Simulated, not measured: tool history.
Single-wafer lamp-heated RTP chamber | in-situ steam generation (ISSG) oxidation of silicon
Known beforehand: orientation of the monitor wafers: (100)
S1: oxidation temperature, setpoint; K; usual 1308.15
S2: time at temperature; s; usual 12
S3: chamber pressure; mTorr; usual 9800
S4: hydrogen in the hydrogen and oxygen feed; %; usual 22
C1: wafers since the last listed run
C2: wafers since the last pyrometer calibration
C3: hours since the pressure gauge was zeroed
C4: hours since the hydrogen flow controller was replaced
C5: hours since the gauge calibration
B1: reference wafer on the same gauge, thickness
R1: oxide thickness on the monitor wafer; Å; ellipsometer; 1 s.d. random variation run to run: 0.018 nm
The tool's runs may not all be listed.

run	hour	S1	S2	S3	S4	C1	C2	C3	C4	C5	B1	R1
1	0.0	1308.15	12	9800	22	0	3185	2593.3	3496.2	370.3	5.305	47.32
2	33.7	1308.15	12	9800	22	304	3490	2627.0	3529.9	404.0	5.311	47.59
3	62.8	1308.15	12	9800	22	263	3753	2656.1	3559.0	433.1	5.305	47.77
4	86.5	1308.15	12	9800	22	214	3968	2679.8	3582.7	456.8	5.318	47.80
5	119.0	1308.15	12	9800	22	293	4262	2712.3	3615.2	489.3	5.307	47.71
6	154.4	1308.15	12	9800	22	320	4582	2747.7	3650.6	524.7	5.319	47.86
7	168.5	1308.15	12	9800	16	127	4709	2761.8	3664.7	538.8	5.312	44.40
8	203.0	1308.15	12	9800	16	312	5021	2796.3	3699.2	573.3	5.317	44.89
# hour 204.9: gauge calibrated
# hour 231.9: hydrogen flow controller replaced
9	232.4	1308.15	12	9800	16	193	5215	2825.7	0.5	27.5	5.318	44.40
10	260.6	1308.15	12	8900	22	255	5470	2853.9	28.7	55.7	5.306	49.06
11	277.4	1308.15	12	8900	22	151	5622	2870.7	45.5	72.5	5.311	49.35
12	294.4	1308.15	12	9800	22	153	5776	2887.7	62.5	89.5	5.299	48.19
13	328.0	1308.15	12	9800	22	303	6080	2921.3	96.1	123.1	5.304	48.48
# hour 346.9: pressure gauge zeroed
14	359.3	1308.15	12	9800	22	210	6291	12.4	127.4	154.4	5.314	48.78
15	393.8	1308.15	12	9300	25	312	6603	46.9	161.9	188.9	5.308	50.79
# hour 409.8: pyrometer window cleaned and pyrometer calibrated
16	425.8	1308.15	8	9800	22	217	144	78.9	193.9	220.9	5.312	38.81
17	442.0	1295.15	11	9200	12	146	291	95.1	210.1	237.1	5.310	37.20
18	465.4	1308.15	14	9800	22	211	503	118.5	233.5	260.5	5.303	50.66
19	499.0	1308.15	12	9800	22	303	807	152.1	267.1	294.1	5.306	46.71
20	532.9	1308.15	12	9800	22	306	1113	186.0	301.0	328.0	5.308	46.68
21	560.9	1308.15	12	10200	32	253	1367	214.0	329.0	356.0	5.303	50.82
22	586.2	1290.15	12	9000	32	228	1595	239.3	354.3	381.3	5.301	48.65
23	612.1	1308.15	12	8900	22	234	1830	265.2	380.2	407.2	5.302	47.96
24	629.2	1308.15	12	10200	27	154	1984	282.3	397.3	424.3	5.309	48.59
25	648.9	1323.15	10	9800	30	178	2163	302.0	417.0	444.0	5.302	49.66
26	682.0	1324.15	10	9200	17	299	2462	335.1	450.1	477.1	5.311	44.29
27	700.6	1315.15	10	10200	30	168	2630	353.7	468.7	495.7	5.307	47.67
# hour 719.4: gauge calibrated
28	728.2	1295.15	11	9200	12	249	2880	381.3	496.3	8.8	5.317	37.43
29	751.3	1308.15	12	9800	22	208	3089	404.4	519.4	31.9	5.314	46.85
30	785.5	1308.15	8	9800	12	309	3398	438.6	553.6	66.1	5.306	33.76
31	819.8	1308.15	16	8600	22	310	3708	472.9	587.9	100.4	5.311	55.53
32	837.9	1295.15	12	10200	25	163	3872	491.0	606.0	118.5	5.318	45.73

Here are 3 independent what-if runs from the current tool condition. What would each one return?
A	838.3	1308.15	12	9800	22	3	3876	491.4	606.4	118.9	?	?
B	838.3	1299.15	15	10200	28	3	3876	491.4	606.4	118.9	?	?
C	838.3	1300.15	12	8300	22	3	3876	491.4	606.4	118.9	?	?

run	B1	R1
A	5.300	46.90
B	5.300	52.49
C	5.300	46.22
Without the tool's unlogged condition, the same runs would have read:
run	R1
A	46.28
B	51.79
C	45.64
